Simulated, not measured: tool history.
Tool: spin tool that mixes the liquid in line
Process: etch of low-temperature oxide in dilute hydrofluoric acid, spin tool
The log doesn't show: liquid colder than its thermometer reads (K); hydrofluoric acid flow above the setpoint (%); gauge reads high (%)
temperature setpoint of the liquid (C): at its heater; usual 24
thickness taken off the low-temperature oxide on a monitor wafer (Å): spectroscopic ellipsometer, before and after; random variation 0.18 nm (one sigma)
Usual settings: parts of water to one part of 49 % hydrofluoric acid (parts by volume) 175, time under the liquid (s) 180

run   hour  temperature setpoint of the liquid (C)  parts of water to one part of 49 % hydrofluoric acid (parts by volume)  time under the liquid (s)  wafers since the last listed run  hours since the thermometer was replaced  hours since the hydrofluoric acid flow meter was replaced  hours since the gauge calibration  read-back film thickness of the low-temperature oxide reference wafer, read on the same gauge (nm)  thickness taken off the low-temperature oxide on a monitor wafer (Å)
  1      0                                      24                                                                     175                        180                                 0                                    1097.2                                                     1309.8                              349.4                                                                                              129.98                                                                 228.7
  2   33.9                                      24                                                                     175                        180                               171                                    1131.1                                                     1343.7                              383.3                                                                                                 130                                                                 233.4
  3   49.3                                      24                                                                     175                        180                                78                                    1146.5                                                     1359.1                              398.7                                                                                              129.99                                                                 232.2
      68.9  -- gauge calibrated
  4   81.7                                      24                                                                     175                        180                               164                                    1178.9                                                     1391.5                               12.8                                                                                              130.01                                                                 228.9
  5  103.9                                      24                                                                     175                        180                               112                                    1201.1                                                     1413.7                                 35                                                                                              129.98                                                                 229.4
  6  138.7                                    20.5                                                                     175                        180                               176                                    1235.9                                                     1448.5                               69.8                                                                                              130.02                                                                 199.6
  7  171.8                                      24                                                                     175                        180                               167                                      1269                                                     1481.6                              102.9                                                                                              129.98                                                                 230.3
  8    184                                      24                                                                     175                        180                                61                                    1281.2                                                     1493.8                              115.1                                                                                              130.01                                                                 227.7
     210.4  -- hydrofluoric acid flow meter replaced
  9  210.9                                      24                                                                     175                        180                               131                                    1308.1                                                        0.5                                142                                                                                              129.99                                                                 225.1
 10  235.7                                      24                                                                     175                        180                               125                                    1332.9                                                       25.3                              166.8                                                                                              129.98                                                                 227.4
 11    258                                      24                                                                     175                        180                               113                                    1355.2                                                       47.6                              189.1                                                                                              129.99                                                                 225.2
 12  271.3                                      24                                                                     175                        180                                67                                    1368.5                                                       60.9                              202.4                                                                                                 130                                                                 226.1
 13  305.4                                      24                                                                     175                        240                               173                                    1402.6                                                         95                              236.5                                                                                              130.01                                                                 301.1
     338.2  -- thermometer replaced
 14  339.5                                      24                                                                     175                        210                               167                                       1.3                                                      129.1                              270.6                                                                                                 130                                                                 289.2
 15  371.7                                      21                                                                     115                        260                               163                                      33.5                                                      161.3                              302.8                                                                                              130.01                                                                 511.7
 16  391.8                                    28.5                                                                     125                        180                               101                                      53.6                                                      181.4                              322.9                                                                                              130.03                                                                 429.9
 17  419.8                                    25.5                                                                     130                        250                               142                                      81.6                                                      209.4                              350.9                                                                                              130.01                                                                 509.1
 18  449.7                                      19                                                                     130                        180                               151                                     111.5                                                      239.3                              380.8                                                                                              129.98                                                                 285.8
 19  463.9                                      20                                                                      85                        290                                72                                     125.7                                                      253.5                                395                                                                                              129.99                                                                 752.7
 20  483.3                                      24                                                                     175                        180                                98                                     145.1                                                      272.9                              414.4                                                                                              130.01                                                                 244.3
     486.9  -- gauge calibrated
 21  507.1                                    22.5                                                                     175                        180                               120                                     168.9                                                      296.7                               20.2                                                                                              129.99                                                                 227.8
 22  523.9                                      28                                                                     250                        220                                85                                     185.7                                                      313.5                                 37                                                                                                 130                                                                 223.2
 23  558.2                                      24                                                                     145                        180                               174                                       220                                                      347.8                               71.3                                                                                              130.03                                                                 305.1
 24  579.6                                    27.5                                                                     110                        100                               108                                     241.4                                                      369.2                               92.7                                                                                              130.01                                                                   262
 25  597.4                                      24                                                                     235                        135                                90                                     259.2                                                        387                              110.5                                                                                                 130                                                                 127.2
 26  630.2                                    20.5                                                                     125                        150                               166                                       292                                                      419.8                              143.3                                                                                                 130                                                                 261.6
 27  663.5                                      24                                                                     105                        280                               168                                     325.3                                                      453.1                              176.6                                                                                                 130                                                                 686.5
 28  687.3                                      24                                                                     175                        180                               120                                     349.1                                                      476.9                              200.4                                                                                              129.98                                                                 241.5
 29  714.8                                    22.5                                                                     150                        140                               139                                     376.6                                                      504.4                              227.9                                                                                              129.99                                                                 211.7
 30  749.5                                    28.5                                                                     125                        180                               176                                     411.3                                                      539.1                              262.6                                                                                                 130                                                                 419.2
 31  762.5                                    19.5                                                                     205                        275                                65                                     424.3                                                      552.1                              275.6                                                                                              129.99                                                                 256.1
 32  794.5                                      24                                                                     175                        180                               162                                     456.3                                                      584.1                              307.6                                                                                              129.99                                                                   236

4 ways to go on from here, each from the tool as it stands after run 32. What would each give?
  A   795                                      24                                                                     175                        180                                 2                                     456.8                                                      584.6                              308.1                                                                                                   ?                                                                     ?
  B   795                                      24                                                                     110                        140                                 2                                     456.8                                                      584.6                              308.1                                                                                                   ?                                                                     ?
  C   795                                      24                                                                     255                        265                                 2                                     456.8                                                      584.6                              308.1                                                                                                   ?                                                                     ?
  D   795                                      19                                                                     175                         85                                 2                                     456.8                                                      584.6                              308.1                                                                                                   ?                                                                     ?

run  read-back film thickness of the low-temperature oxide reference wafer, read on the same gauge (nm)  thickness taken off the low-temperature oxide on a monitor wafer (Å)
  A                                                                                              130.03                                                                 238.2
  B                                                                                              130.03                                                                   317
  C                                                                                              130.03                                                                 221.6
  D                                                                                              130.03                                                                  92.5
Without the tool's hidden state the same runs would have given:
run  thickness taken off the low-temperature oxide on a monitor wafer (Å)
  A                                                                 250.3
  B                                                                 333.8
  C                                                                 232.3
  D                                                                  97.4
